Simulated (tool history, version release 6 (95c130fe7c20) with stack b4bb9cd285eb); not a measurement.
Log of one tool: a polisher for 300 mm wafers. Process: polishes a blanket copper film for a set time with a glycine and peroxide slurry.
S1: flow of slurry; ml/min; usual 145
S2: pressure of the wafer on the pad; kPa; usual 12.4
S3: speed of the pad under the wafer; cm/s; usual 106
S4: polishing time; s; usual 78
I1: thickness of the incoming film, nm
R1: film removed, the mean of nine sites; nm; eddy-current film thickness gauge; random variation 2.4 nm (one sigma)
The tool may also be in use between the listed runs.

| run | hour | S1 | S2 | S3 | S4 | I1 | R1 |
|---|---|---|---|---|---|---|---|
| 1 | 0.0 | 145 | 12.4 | 106 | 78 | 2020.5 | 342.7 |
| 2 | 13.9 | 145 | 12.4 | 106 | 78 | 1975.1 | 346.4 |
| 3 | 21.1 | 145 | 12.4 | 106 | 78 | 2007.8 | 348.5 |
| 4 | 30.6 | 145 | 12.4 | 106 | 78 | 2036.2 | 347.8 |
| 5 | 46.0 | 145 | 12.4 | 106 | 78 | 2021.5 | 346.0 |
| 6 | 55.1 | 145 | 12.4 | 106 | 78 | 2018.0 | 347.7 |
| 7 | 65.8 | 165 | 11.0 | 106 | 78 | 2025.6 | 323.3 |
| 8 | 74.4 | 145 | 12.4 | 106 | 78 | 2020.3 | 354.6 |
| 9 | 85.2 | 145 | 15.2 | 106 | 70 | 2021.3 | 366.2 |
| 10 | 101.3 | 145 | 15.2 | 106 | 70 | 2029.1 | 370.1 |
| 11 | 112.6 | 145 | 12.4 | 106 | 78 | 1988.7 | 345.4 |
|  | 122.5 | worn pad replaced by a new one |
| 12 | 123.0 | 145 | 12.4 | 106 | 78 | 2041.1 | 353.0 |
| 13 | 136.4 | 145 | 12.4 | 106 | 78 | 2018.1 | 350.0 |
|  | 152.0 | slurry nozzle cleaned |
| 14 | 187.4 | 145 | 12.4 | 106 | 78 | 2032.5 | 352.3 |
| 15 | 198.4 | 145 | 12.4 | 106 | 78 | 2059.8 | 352.8 |
|  | 232.0 | worn pad replaced by a new one |
| 16 | 232.5 | 145 | 15.9 | 122 | 78 | 2019.4 | 484.7 |
| 17 | 242.4 | 145 | 12.4 | 106 | 78 | 2021.5 | 354.5 |
| 18 | 256.4 | 145 | 12.4 | 106 | 78 | 2039.2 | 357.3 |
| 19 | 272.9 | 145 | 12.4 | 86 | 78 | 2063.4 | 299.9 |
| 20 | 285.2 | 170 | 14.5 | 70 | 60 | 2012.3 | 226.5 |
| 21 | 292.9 | 175 | 12.4 | 106 | 65 | 1988.3 | 304.8 |
|  | 295.4 | head pressure recalibrated |
| 22 | 299.4 | 145 | 9.7 | 106 | 93 | 2003.9 | 318.4 |
| 23 | 306.8 | 145 | 12.4 | 106 | 69 | 2010.2 | 285.9 |
| 24 | 332.9 | 190 | 12.4 | 106 | 78 | 2014.0 | 335.7 |
|  | 341.9 | worn pad replaced by a new one |
| 25 | 348.2 | 170 | 12.4 | 106 | 104 | 2016.7 | 438.2 |
| 26 | 355.2 | 170 | 12.4 | 106 | 54 | 2032.4 | 228.5 |
| 27 | 369.7 | 145 | 12.4 | 106 | 78 | 2018.4 | 329.1 |
| 28 | 383.5 | 125 | 12.4 | 122 | 91 | 2038.3 | 416.3 |
| 29 | 400.6 | 145 | 12.4 | 106 | 78 | 1990.0 | 324.9 |
| 30 | 418.4 | 105 | 12.4 | 106 | 57 | 2011.2 | 227.3 |
| 31 | 435.4 | 180 | 8.3 | 74 | 78 | 2038.7 | 196.4 |
| 32 | 445.7 | 145 | 12.4 | 106 | 78 | 2017.5 | 321.1 |
| 33 | 463.4 | 145 | 16.5 | 106 | 78 | 2004.0 | 409.7 |
|  | 467.4 | worn pad replaced by a new one |
| 34 | 492.2 | 145 | 12.4 | 78 | 78 | 2029.4 | 264.3 |
| 35 | 500.1 | 145 | 12.4 | 144 | 103 | 2045.6 | 552.8 |
| 36 | 507.3 | 145 | 12.4 | 106 | 78 | 2041.0 | 323.6 |

Hidden state or all else? Some run-to-run changes of R1, split into what the settings, what came in and random variation would give without the hidden state, and what is left for the hidden state (with any gauge scatter that isn't in both results):
The hidden state here: removal rate lost through wear of the pad, %; slurry flow missing at the pad, %; deviation of the head's pressure from its setpoint, %.
Run 15 -> 16: S2 12.4 -> 15.9, S3 106 -> 122, worn pad replaced by a new one. R1 +131.9 nm: hidden state +14.9, all else +117.0.
Run 16 -> 17: S2 15.9 -> 12.4, S3 122 -> 106. R1 -130.2 nm: hidden state -13.3, all else -116.9.
Run 21 -> 22: S1 175 -> 145, S2 12.4 -> 9.7, S4 65 -> 93, head pressure recalibrated. R1 +13.6 nm: hidden state -26.7, all else +40.3.
Run 25 -> 26: S4 104 -> 54. R1 -209.7 nm: hidden state +0.1, all else -209.8.
Run 34 -> 35: S3 78 -> 144, S4 78 -> 103. R1 +288.5 nm: hidden state +0.4, all else +288.1.
Run 35 -> 36: S3 144 -> 106, S4 103 -> 78. R1 -229.2 nm: hidden state -0.3, all else -228.9.

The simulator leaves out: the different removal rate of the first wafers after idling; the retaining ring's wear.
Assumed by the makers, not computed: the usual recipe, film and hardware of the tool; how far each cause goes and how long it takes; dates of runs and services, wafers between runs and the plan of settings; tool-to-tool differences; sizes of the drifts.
